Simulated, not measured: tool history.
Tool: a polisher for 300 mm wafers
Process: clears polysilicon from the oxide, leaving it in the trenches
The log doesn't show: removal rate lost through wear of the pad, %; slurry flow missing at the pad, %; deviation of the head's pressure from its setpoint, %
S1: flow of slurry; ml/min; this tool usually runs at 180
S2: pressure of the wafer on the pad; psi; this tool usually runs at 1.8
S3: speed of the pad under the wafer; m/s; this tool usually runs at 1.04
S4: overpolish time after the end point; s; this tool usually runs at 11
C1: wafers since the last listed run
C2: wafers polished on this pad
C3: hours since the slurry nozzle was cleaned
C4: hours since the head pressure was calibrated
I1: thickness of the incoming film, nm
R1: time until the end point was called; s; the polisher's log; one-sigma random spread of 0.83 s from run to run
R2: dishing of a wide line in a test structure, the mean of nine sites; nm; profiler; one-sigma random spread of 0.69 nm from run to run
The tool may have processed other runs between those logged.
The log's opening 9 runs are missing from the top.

| run | day | S1 | S2 | S3 | S4 | C1 | C2 | C3 | C4 | I1 | R1 | R2 |
|---|---|---|---|---|---|---|---|---|---|---|---|---|
| 10 | 8.521 | 180 | 1.8 | 1.04 | 11 | 229 | 1823 | 153.5 | 267.0 | 514.7 | 71.6 | 48.7 |
| 11 | 9.133 | 180 | 1.8 | 1.04 | 11 | 180 | 2004 | 168.2 | 281.7 | 508.2 | 68.6 | 50.2 |
| 12 | 10.508 | 180 | 1.8 | 1.04 | 11 | 405 | 2409 | 201.2 | 314.7 | 516.0 | 69.9 | 49.6 |
| 13 | 11.533 | 180 | 1.8 | 1.04 | 11 | 302 | 2712 | 225.8 | 339.3 | 513.0 | 70.0 | 49.3 |
|  | 12.479 | worn pad replaced by a new one |
| 14 | 12.712 | 180 | 1.8 | 1.04 | 11 | 298 | 68 | 254.1 | 367.6 | 504.9 | 62.4 | 52.4 |
| 15 | 14.071 | 180 | 1.8 | 1.04 | 9 | 400 | 469 | 286.7 | 400.2 | 514.2 | 66.3 | 46.1 |
| 16 | 18.508 | 180 | 1.8 | 1.04 | 11 | 1308 | 1778 | 393.2 | 506.7 | 501.5 | 68.8 | 50.6 |
| 17 | 19.512 | 180 | 1.8 | 1.04 | 11 | 296 | 2074 | 417.3 | 530.8 | 519.4 | 72.1 | 49.8 |
| 18 | 20.071 | 180 | 1.8 | 1.04 | 11 | 164 | 2239 | 430.7 | 544.2 | 511.8 | 70.4 | 50.6 |
| 19 | 21.396 | 120 | 1.8 | 1.34 | 13 | 390 | 2630 | 462.5 | 576.0 | 501.4 | 63.1 | 55.5 |
|  | 21.650 | worn pad replaced by a new one |
| 20 | 22.217 | 115 | 2.3 | 1.28 | 9 | 192 | 167 | 482.2 | 595.7 | 510.4 | 47.0 | 53.3 |
|  | 22.304 | head pressure recalibrated |
| 21 | 23.638 | 240 | 2.2 | 1.38 | 18 | 394 | 562 | 516.3 | 32.0 | 509.1 | 42.3 | 66.5 |
| 22 | 24.742 | 120 | 1.8 | 1.04 | 11 | 325 | 887 | 542.8 | 58.5 | 510.9 | 72.8 | 48.6 |
| 23 | 25.583 | 180 | 1.6 | 1.22 | 17 | 248 | 1136 | 563.0 | 78.7 | 515.8 | 68.4 | 58.1 |
| 24 | 26.621 | 215 | 2.0 | 0.88 | 9 | 306 | 1442 | 587.9 | 103.6 | 516.2 | 66.7 | 45.5 |
| 25 | 27.975 | 180 | 1.8 | 1.04 | 11 | 399 | 1841 | 620.4 | 136.1 | 512.3 | 68.3 | 49.7 |
|  | 28.229 | slurry nozzle cleaned |
| 26 | 29.188 | 180 | 2.2 | 1.14 | 11 | 345 | 2187 | 23.0 | 165.2 | 515.0 | 55.1 | 55.6 |
| 27 | 30.321 | 180 | 1.8 | 1.04 | 11 | 334 | 2521 | 50.2 | 192.4 | 509.8 | 72.1 | 51.3 |
| 28 | 31.383 | 180 | 1.8 | 1.04 | 11 | 313 | 2834 | 75.7 | 217.9 | 503.1 | 69.9 | 50.2 |
|  | 32.425 | worn pad replaced by a new one |
| 29 | 34.892 | 180 | 1.6 | 1.04 | 7 | 985 | 727 | 159.9 | 302.1 | 510.0 | 76.0 | 36.6 |
| 30 | 35.775 | 225 | 1.8 | 1.32 | 11 | 260 | 988 | 181.1 | 323.3 | 516.9 | 57.1 | 55.3 |

Run 31 has not been measured yet. What should we expect?
| 31 | 37.221 | 205 | 1.3 | 0.68 | 11 | 426 | 1414 | 215.8 | 358.0 | 514.4 | ? | ? |

Run 31 gave R1 119.2 s, R2 36.5 nm.
If the tool had no hidden condition, the same run with the same run-to-run variation would have returned R1 107.5 s, R2 39.1 nm.
